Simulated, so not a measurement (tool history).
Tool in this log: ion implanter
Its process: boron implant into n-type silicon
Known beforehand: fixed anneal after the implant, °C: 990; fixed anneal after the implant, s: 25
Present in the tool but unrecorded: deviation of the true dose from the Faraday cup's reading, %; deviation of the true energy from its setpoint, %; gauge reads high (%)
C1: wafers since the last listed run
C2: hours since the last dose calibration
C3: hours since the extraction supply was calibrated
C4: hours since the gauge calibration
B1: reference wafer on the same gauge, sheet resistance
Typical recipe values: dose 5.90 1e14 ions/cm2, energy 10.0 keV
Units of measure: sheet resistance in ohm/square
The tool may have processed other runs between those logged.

run 1 day=0.000 | dose=5.90 energy=10.0 | C1=0 C2=952.1 C3=1618.2 C4=111.0 | B1=265.94 | sheet_resistance=226.52
run 2 day=0.512 | dose=5.90 energy=10.0 | C1=184 C2=964.4 C3=1630.5 C4=123.3 | B1=266.08 | sheet_resistance=226.64
run 3 day=1.729 | dose=5.90 energy=10.0 | C1=437 C2=993.6 C3=1659.7 C4=152.5 | B1=266.25 | sheet_resistance=226.96
run 4 day=3.092 | dose=5.90 energy=10.0 | C1=489 C2=1026.3 C3=1692.4 C4=185.2 | B1=265.95 | sheet_resistance=226.18
run 5 day=4.142 | dose=5.90 energy=10.0 | C1=377 C2=1051.5 C3=1717.6 C4=210.4 | B1=265.89 | sheet_resistance=226.00
run 6 day=4.817 | dose=5.90 energy=10.0 | C1=242 C2=1067.7 C3=1733.8 C4=226.6 | B1=265.89 | sheet_resistance=225.96
run 7 day=6.138 | dose=7.22 energy=10.0 | C1=474 C2=1099.4 C3=1765.5 C4=258.3 | B1=266.07 | sheet_resistance=192.76
run 8 day=7.354 | dose=7.22 energy=10.0 | C1=437 C2=1128.6 C3=1794.7 C4=287.5 | B1=265.97 | sheet_resistance=192.89
run 9 day=7.954 | dose=4.53 energy=10.0 | C1=215 C2=1143.0 C3=1809.1 C4=301.9 | B1=266.18 | sheet_resistance=278.99
run 10 day=9.288 | dose=4.53 energy=10.0 | C1=479 C2=1175.0 C3=1841.1 C4=333.9 | B1=266.07 | sheet_resistance=279.52
run 11 day=9.804 | dose=5.90 energy=11.0 | C1=185 C2=1187.4 C3=1853.5 C4=346.3 | B1=266.02 | sheet_resistance=223.48
run 12 day=10.738 | dose=5.90 energy=11.0 | C1=335 C2=1209.8 C3=1875.9 C4=368.7 | B1=265.95 | sheet_resistance=223.29
run 13 day=11.846 | dose=5.90 energy=10.0 | C1=398 C2=1236.4 C3=1902.5 C4=395.3 | B1=266.21 | sheet_resistance=225.02
run 14 day=12.658 | dose=4.67 energy=8.0 | C1=292 C2=1255.9 C3=1922.0 C4=414.8 | B1=265.87 | sheet_resistance=277.69
run 15 day=14.083 | dose=5.90 energy=7.0 | C1=512 C2=1290.1 C3=1956.2 C4=449.0 | B1=266.08 | sheet_resistance=234.32
run 16 day=15.167 | dose=5.90 energy=10.0 | C1=389 C2=1316.1 C3=1982.2 C4=475.0 | B1=266.05 | sheet_resistance=223.97
-- day=16.275 Faraday cup replaced and dose calibrated
run 17 day=16.296 | dose=4.98 energy=10.0 | C1=286 C2=0.5 C3=2009.3 C4=502.1 | B1=265.95 | sheet_resistance=264.40
run 18 day=17.029 | dose=4.53 energy=10.0 | C1=263 C2=18.1 C3=2026.9 C4=519.7 | B1=266.13 | sheet_resistance=286.43
run 19 day=18.029 | dose=6.78 energy=13.5 | C1=359 C2=42.1 C3=2050.9 C4=543.7 | B1=266.10 | sheet_resistance=200.43
run 20 day=18.975 | dose=7.41 energy=12.0 | C1=340 C2=64.8 C3=2073.6 C4=566.4 | B1=266.09 | sheet_resistance=188.75
run 21 day=20.050 | dose=6.57 energy=10.0 | C1=386 C2=90.6 C3=2099.4 C4=592.2 | B1=265.98 | sheet_resistance=210.91
run 22 day=21.208 | dose=5.14 energy=10.0 | C1=416 C2=118.4 C3=2127.2 C4=620.0 | B1=265.85 | sheet_resistance=256.92
run 23 day=22.200 | dose=7.57 energy=12.0 | C1=356 C2=142.2 C3=2151.0 C4=643.8 | B1=266.07 | sheet_resistance=186.03
-- day=24.429 gauge calibrated
run 24 day=26.421 | dose=5.90 energy=13.5 | C1=1517 C2=243.5 C3=2252.3 C4=47.8 | B1=266.08 | sheet_resistance=224.61
-- day=26.771 extraction supply calibrated
run 25 day=27.646 | dose=7.35 energy=12.0 | C1=320 C2=272.9 C3=21.0 C4=77.2 | B1=265.99 | sheet_resistance=189.41

What will run 26 give?
run 26 day=28.996 | dose=4.53 energy=10.0 | C1=485 C2=305.3 C3=53.4 C4=109.6 | B1=? | sheet_resistance=?

Run 26 produced B1 266.00, sheet resistance 285.52 ohm/square.
With the hidden condition absent and the run-to-run variation left alone, this run would have shown sheet resistance 285.72 ohm/square.
